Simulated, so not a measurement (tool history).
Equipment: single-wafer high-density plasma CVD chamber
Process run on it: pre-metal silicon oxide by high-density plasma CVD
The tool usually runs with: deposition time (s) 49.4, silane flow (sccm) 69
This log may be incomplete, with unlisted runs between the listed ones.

run,hour,deposition time (s),silane flow (sccm),wafers since the last listed run,hours since the silane flow controller was replaced,hours since the gauge calibration,"read-back reference wafer on the same gauge, thickness_nm",mean film thickness on the monitor wafer (Å)
1,0,54.3,69,0,3120.8,254.2,350.767,3806.14
2,13.3,54.3,69,204,3134.1,267.5,350.977,3813.12
3,41,54.3,69,426,3161.8,295.2,350.983,3821
4,71.6,49.4,77,470,3192.4,325.8,350.846,3856.21
5,96.3,49.4,77,380,3217.1,350.5,350.864,3865.7
6,127.9,49.4,77,486,3248.7,382.1,351.09,3864.99
7,222.6,49.4,69,1457,3343.4,476.8,351.067,3462.6
8,237.8,49.4,76,233,3358.6,492,350.846,3815.48
9,268.8,49.4,76,476,3389.6,523,350.901,3825.64
10,289.1,53.9,64,312,3409.9,543.3,350.943,3508.63
# hour 327.2: silane flow controller replaced
11,327.7,49.4,78,470,0.5,581.9,351.07,4030.7
# hour 327.9: gauge calibrated
12,356.1,39.7,73,436,28.9,28.2,351.064,3043.33
13,384.2,52.9,58,432,57,56.3,351.123,3218.37
14,404.4,49.4,69,310,77.2,76.5,350.702,3580.04
15,416.6,53,64,187,89.4,88.7,350.957,3573.7
# hour 439.9: silane flow controller replaced, repeated, since the last time left the tool worse
16,457.2,49.4,69,501,17.3,129.3,350.887,3355.27
17,485.9,41.5,63,441,46,158,350.895,2579.43
18,507.5,41.8,78,332,67.6,179.6,350.838,3215.44
19,522.4,49.4,78,229,82.5,194.5,351.056,3805.85

Each row is a separate what-if for the run after 19, all from the same tool condition, not one after another. Results?
A,522.8,49.4,69,6,82.9,194.9,?,?
B,522.8,57.5,77,6,82.9,194.9,?,?
C,522.8,41.5,76,6,82.9,194.9,?,?

run,"read-back reference wafer on the same gauge, thickness_nm",mean film thickness on the monitor wafer (Å)
A,350.649,3369.84
B,350.649,4377.15
C,350.649,3118.13
Without the tool's hidden state the same runs would have given:
run,mean film thickness on the monitor wafer (Å)
A,3331.06
B,4326.79
C,3082.26

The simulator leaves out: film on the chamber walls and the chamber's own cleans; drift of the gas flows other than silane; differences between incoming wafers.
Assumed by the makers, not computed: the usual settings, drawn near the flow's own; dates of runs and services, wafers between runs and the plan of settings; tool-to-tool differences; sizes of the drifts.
